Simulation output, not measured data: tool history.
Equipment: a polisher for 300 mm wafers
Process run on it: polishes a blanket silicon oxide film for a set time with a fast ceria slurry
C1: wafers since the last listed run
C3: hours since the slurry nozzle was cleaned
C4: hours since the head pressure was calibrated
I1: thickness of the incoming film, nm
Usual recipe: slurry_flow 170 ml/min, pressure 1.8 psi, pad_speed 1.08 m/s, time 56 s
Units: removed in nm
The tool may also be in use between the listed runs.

Run 1, hour 0: usual settings but pad_speed 0.86 m/s; C1 0; wafers polished on this pad 616; C3 133.1; C4 595.8; I1 1742.6. Result: removed 453 nm.
Run 2, hour 16.1: usual settings; C1 143; wafers polished on this pad 760; C3 149.2; C4 611.9; I1 1750.5. Result: removed 564.9 nm.
Run 3, hour 25.9: usual settings; C1 87; wafers polished on this pad 848; C3 159; C4 621.7; I1 1741.2. Result: removed 564.1 nm.
Run 4, hour 43.4: usual settings; C1 156; wafers polished on this pad 1004; C3 176.5; C4 639.2; I1 1736.4. Result: removed 565.8 nm.
Run 5, hour 51.1: usual settings; C1 68; wafers polished on this pad 1073; C3 184.2; C4 646.9; I1 1760.3. Result: removed 569.2 nm.
At hour 57.4: slurry nozzle cleaned.
Run 6, hour 59.6: usual settings; C1 67; wafers polished on this pad 1140; C3 2.2; C4 655.4; I1 1739.2. Result: removed 588.1 nm.
Run 7, hour 72.4: usual settings; C1 114; wafers polished on this pad 1254; C3 15; C4 668.2; I1 1704.3. Result: removed 586.9 nm.
At hour 81.9: worn pad replaced by a new one.
Run 8, hour 86.5: usual settings; C1 90; wafers polished on this pad 41; C3 29.1; C4 682.3; I1 1713.3. Result: removed 575.9 nm.
Run 9, hour 100.3: usual settings; C1 123; wafers polished on this pad 164; C3 42.9; C4 696.1; I1 1719.8. Result: removed 572.2 nm.
Run 10, hour 113.2: usual settings; C1 115; wafers polished on this pad 280; C3 55.8; C4 709; I1 1713.3. Result: removed 572.3 nm.
Run 11, hour 120.2: usual settings; C1 62; wafers polished on this pad 342; C3 62.8; C4 716; I1 1720. Result: removed 574.8 nm.
Run 12, hour 134.2: usual settings; C1 125; wafers polished on this pad 467; C3 76.8; C4 730; I1 1721.8. Result: removed 568.7 nm.
Run 13, hour 144.3: usual settings but pad_speed 1.2 m/s; C1 90; wafers polished on this pad 558; C3 86.9; C4 740.1; I1 1714.9. Result: removed 634.4 nm.
Run 14, hour 159.4: usual settings but pad_speed 1.2 m/s; C1 135; wafers polished on this pad 693; C3 102; C4 755.2; I1 1751.9. Result: removed 636.8 nm.
Run 15, hour 172: usual settings but pad_speed 1.2 m/s; C1 112; wafers polished on this pad 805; C3 114.6; C4 767.8; I1 1744.4. Result: removed 636 nm.
Run 16, hour 186: usual settings but pressure 2.2 psi; C1 125; wafers polished on this pad 931; C3 128.6; C4 781.8; I1 1733.3. Result: removed 693.6 nm.
At hour 189: head pressure recalibrated.
Run 17, hour 198.6: usual settings but pressure 2.4 psi; C1 94; wafers polished on this pad 1025; C3 141.2; C4 9.6; I1 1725. Result: removed 746.8 nm.
Run 18, hour 215.3: usual settings but slurry_flow 200 ml/min, pressure 2.2 psi; C1 149; wafers polished on this pad 1175; C3 157.9; C4 26.3; I1 1727.8. Result: removed 708.9 nm.
Run 19, hour 224.6: usual settings but pad_speed 0.98 m/s, time 69 s; C1 83; wafers polished on this pad 1258; C3 167.2; C4 35.6; I1 1727.9. Result: removed 630.8 nm.
At hour 229.4: worn pad replaced by a new one.
Run 20, hour 240.9: usual settings; C1 110; wafers polished on this pad 102; C3 183.5; C4 51.9; I1 1728. Result: removed 567.7 nm.
Run 21, hour 248.1: usual settings but slurry_flow 150 ml/min, pressure 1.5 psi, pad_speed 1.2 m/s; C1 64; wafers polished on this pad 166; C3 190.7; C4 59.1; I1 1702. Result: removed 502.9 nm.
Run 22, hour 262.3: usual settings but slurry_flow 155 ml/min, pressure 2 psi, pad_speed 0.82 m/s, time 70 s; C1 127; wafers polished on this pad 293; C3 204.9; C4 73.3; I1 1759.4. Result: removed 580.3 nm.
Run 23, hour 271.1: usual settings but slurry_flow 185 ml/min, time 62 s; C1 78; wafers polished on this pad 372; C3 213.7; C4 82.1; I1 1719.5. Result: removed 628.5 nm.
Run 24, hour 279.6: usual settings but slurry_flow 200 ml/min, pressure 2.2 psi; C1 76; wafers polished on this pad 448; C3 222.2; C4 90.6; I1 1715.1. Result: removed 712.1 nm.
At hour 287.3: slurry nozzle cleaned.
Run 25, hour 295.2: usual settings but slurry_flow 125 ml/min, pressure 2.3 psi, pad_speed 1.3 m/s; C1 130; wafers polished on this pad 579; C3 7.9; C4 106.2; I1 1751.8. Result: removed 852.1 nm.
Run 26, hour 302.6: usual settings but slurry_flow 200 ml/min, pressure 2.2 psi; C1 66; wafers polished on this pad 645; C3 15.3; C4 113.6; I1 1752.5. Result: removed 731.5 nm.
Run 27, hour 317: usual settings but pressure 2.2 psi, time 69 s; C1 128; wafers polished on this pad 774; C3 29.7; C4 128; I1 1707.8. Result: removed 879.3 nm.
Run 28, hour 329.8: usual settings but slurry_flow 225 ml/min; C1 114; wafers polished on this pad 888; C3 42.5; C4 140.8; I1 1739.2. Result: removed 608.9 nm.
Run 29, hour 336.6: usual settings; C1 60; wafers polished on this pad 949; C3 49.3; C4 147.6; I1 1741.5. Result: removed 581.2 nm.
Run 30, hour 351.4: usual settings but slurry_flow 130 ml/min, pressure 2.1 psi; C1 132; wafers polished on this pad 1081; C3 64.1; C4 162.4; I1 1764. Result: removed 633.5 nm.
At hour 365.3: worn pad replaced by a new one.
Run 31, hour 368.9: usual settings but pad_speed 1.18 m/s; C1 120; wafers polished on this pad 32; C3 81.6; C4 179.9; I1 1741.9. Result: removed 623.6 nm.
Run 32, hour 386.7: usual settings but slurry_flow 115 ml/min, time 73 s; C1 159; wafers polished on this pad 191; C3 99.4; C4 197.7; I1 1710. Result: removed 672.6 nm.
Run 33, hour 397.9: usual settings but time 73 s; C1 100; wafers polished on this pad 291; C3 110.6; C4 208.9; I1 1760.7. Result: removed 740 nm.

How the hidden state differs across the entries between the runs, from the last listed run before each to the first after it:
Runs 5 to 6: slurry nozzle cleaned (hour 57.4)
  slurry flow missing at the pad, %: 21.8 -> 4.32
  difference, measured minus the result without the unlogged condition, removed: -25.5 -> -4.2 nm
Runs 7 to 8: worn pad replaced by a new one (hour 81.9)
  slurry flow missing at the pad, %: 7.73 -> 10.8
  difference, measured minus the result without the unlogged condition, removed: -7.8 -> -11.2 nm
Runs 16 to 17: head pressure recalibrated (hour 189)
  slurry flow missing at the pad, %: 21.7 -> 22.3
  difference, measured minus the result without the unlogged condition, removed: -31 -> -34.5 nm
Runs 19 to 20: worn pad replaced by a new one (hour 229.4)
  slurry flow missing at the pad, %: 23.2 -> 23.7
  difference, measured minus the result without the unlogged condition, removed: -30.8 -> -28.4 nm
Runs 24 to 25: slurry nozzle cleaned (hour 287.3)
  slurry flow missing at the pad, %: 24.4 -> 3.86
  difference, measured minus the result without the unlogged condition, removed: -31.7 -> -7.3 nm
Runs 30 to 31: worn pad replaced by a new one (hour 365.3)
  slurry flow missing at the pad, %: 14.3 -> 16.3
  difference, measured minus the result without the unlogged condition, removed: -21.9 -> -19.4 nm
